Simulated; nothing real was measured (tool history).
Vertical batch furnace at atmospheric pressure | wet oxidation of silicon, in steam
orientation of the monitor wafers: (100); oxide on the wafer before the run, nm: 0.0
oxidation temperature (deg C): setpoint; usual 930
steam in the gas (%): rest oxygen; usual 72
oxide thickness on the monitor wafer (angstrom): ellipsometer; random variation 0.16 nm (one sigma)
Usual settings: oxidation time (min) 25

| run | hour | oxidation temperature (deg C) | oxidation time (min) | steam in the gas (%) | wafers since the last listed run | hours since the last temperature calibration | hours since the steam generator was serviced | hours since the gauge calibration | read-back reference wafer on the same gauge, thickness | oxide thickness on the monitor wafer (angstrom) |
|---|---|---|---|---|---|---|---|---|---|---|
| 1 | 0 | 914 | 25 | 72 | 0 | 1412.6 | 1328.7 | 171.2 | 77.07 | 620.6 |
| 2 | 39.9 | 912 | 25 | 81 | 502 | 1452.5 | 1368.6 | 211.1 | 77.07 | 676 |
| 3 | 101.1 | 930 | 25 | 65 | 771 | 1513.7 | 1429.8 | 272.3 | 76.97 | 694.2 |
| 4 | 137.2 | 912 | 25 | 72 | 454 | 1549.8 | 1465.9 | 308.4 | 76.96 | 603.8 |
| 5 | 167.3 | 930 | 25 | 72 | 379 | 1579.9 | 1496 | 338.5 | 76.93 | 762.7 |
| 6 | 221.5 | 930 | 25 | 72 | 682 | 1634.1 | 1550.2 | 392.7 | 76.91 | 760.5 |
| 7 | 261.5 | 930 | 25 | 72 | 504 | 1674.1 | 1590.2 | 432.7 | 76.85 | 761.2 |
| 8 | 297.2 | 930 | 25 | 80 | 449 | 1709.8 | 1625.9 | 468.4 | 76.86 | 840.1 |
| 9 | 324.9 | 930 | 25 | 80 | 349 | 1737.5 | 1653.6 | 496.1 | 76.77 | 837.9 |
| 10 | 390.6 | 930 | 25 | 80 | 827 | 1803.2 | 1719.3 | 561.8 | 76.75 | 838.5 |
| 11 | 445.1 | 944 | 25 | 72 | 686 | 1857.7 | 1773.8 | 616.3 | 76.72 | 907 |
| 12 | 515.8 | 912 | 25 | 72 | 890 | 1928.4 | 1844.5 | 687 | 76.67 | 601.9 |
|  | 560.8 | steam generator serviced |
| 13 | 584.7 | 910 | 25 | 72 | 565 | 1997.3 | 23.9 | 755.9 | 76.64 | 585.6 |
| 14 | 643.9 | 930 | 33 | 72 | 745 | 2056.5 | 83.1 | 815.1 | 76.55 | 979 |
|  | 672.1 | gauge calibrated |
| 15 | 701.6 | 930 | 25 | 72 | 727 | 2114.2 | 140.8 | 29.5 | 77.05 | 764.5 |
| 16 | 738.6 | 930 | 25 | 82 | 466 | 2151.2 | 177.8 | 66.5 | 77.1 | 864.5 |
|  | 771.4 | thermocouples replaced and temperature profile calibrated |
| 17 | 791.4 | 938 | 16 | 65 | 362 | 20 | 230.6 | 119.3 | 77.03 | 507.1 |
| 18 | 817.3 | 930 | 25 | 72 | 326 | 45.9 | 256.5 | 145.2 | 77.04 | 763.5 |
| 19 | 869.9 | 930 | 25 | 72 | 662 | 98.5 | 309.1 | 197.8 | 76.95 | 761 |
| 20 | 939.6 | 930 | 25 | 77 | 878 | 168.2 | 378.8 | 267.5 | 76.85 | 811.9 |
| 21 | 972.2 | 911 | 15 | 76 | 410 | 200.8 | 411.4 | 300.1 | 76.88 | 384.8 |
| 22 | 1035.6 | 930 | 25 | 72 | 798 | 264.2 | 474.8 | 363.5 | 76.82 | 760.8 |
| 23 | 1071 | 945 | 25 | 72 | 446 | 299.6 | 510.2 | 398.9 | 76.83 | 916.9 |

Forecast each of these 3 alternatives for the next run:
| A | 1075 | 946 | 25 | 72 | 50 | 303.6 | 514.2 | 402.9 | ? | ? |
| B | 1075 | 942 | 19 | 84 | 50 | 303.6 | 514.2 | 402.9 | ? | ? |
| C | 1075 | 953 | 29.5 | 68 | 50 | 303.6 | 514.2 | 402.9 | ? | ? |

| run | read-back reference wafer on the same gauge, thickness | oxide thickness on the monitor wafer (angstrom) |
|---|---|---|
| A | 76.87 | 922.3 |
| B | 76.87 | 787.1 |
| C | 76.87 | 1106.3 |
Without the tool's hidden state the same runs would have given:
| run | oxide thickness on the monitor wafer (angstrom) |
|---|---|
| A | 924.5 |
| B | 789 |
| C | 1108.9 |
